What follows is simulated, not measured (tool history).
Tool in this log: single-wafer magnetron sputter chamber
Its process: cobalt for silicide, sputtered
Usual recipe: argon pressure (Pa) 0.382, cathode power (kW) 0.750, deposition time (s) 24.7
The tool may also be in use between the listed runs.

run	hour	argon pressure (Pa)	cathode power (kW)	deposition time (s)	read-back reference wafer on the same gauge, thickness_nm	mean film thickness on the monitor wafer (nm)
1	0.0	0.382	0.750	24.7	7.870	9.876
2	17.7	0.382	0.750	24.7	7.906	9.915
3	26.8	0.382	0.750	24.7	7.884	9.889
4	33.3	0.466	0.750	24.7	7.891	9.571
5	50.6	0.382	0.750	21.2	7.889	8.483
6	59.1	0.382	0.750	21.2	7.902	8.472
7	66.9	0.382	0.750	21.2	7.895	8.490
# hour 83.9: sputter target and shields replaced
8	84.4	0.382	0.750	24.7	7.874	9.824
9	92.3	0.382	0.750	24.7	7.900	9.871
10	108.1	0.382	0.750	24.7	7.886	9.752
11	114.2	0.382	0.750	24.7	7.885	9.886
# hour 122.8: gauge calibrated
12	125.9	0.382	0.750	24.7	7.888	9.857
13	137.3	0.382	0.750	24.7	7.904	9.859
14	147.8	0.503	0.750	22.9	7.899	8.790
# hour 161.2: magnet pack replaced
15	163.7	0.337	0.650	20.5	7.897	7.176
16	180.2	0.503	0.750	22.9	7.904	8.795
17	188.6	0.276	0.600	21.6	7.880	7.166
18	204.0	0.382	0.750	24.7	7.894	9.807
# hour 214.9: capacitance manometer re-zeroed and calibrated
19	215.4	0.304	0.750	27.3	7.865	10.999
20	226.3	0.332	0.750	26.2	7.881	10.495

Estimate the outcome of run 21 from the log above:
# hour 236.1: sputter target and shields replaced
21	236.6	0.451	0.750	20.6	?	?

read-back reference wafer on the same gauge, thickness_nm: 7.912
mean film thickness on the monitor wafer (nm): 8.049
Had the tool carried no hidden state, the very same run would have given mean film thickness on the monitor wafer (nm) 8.049.
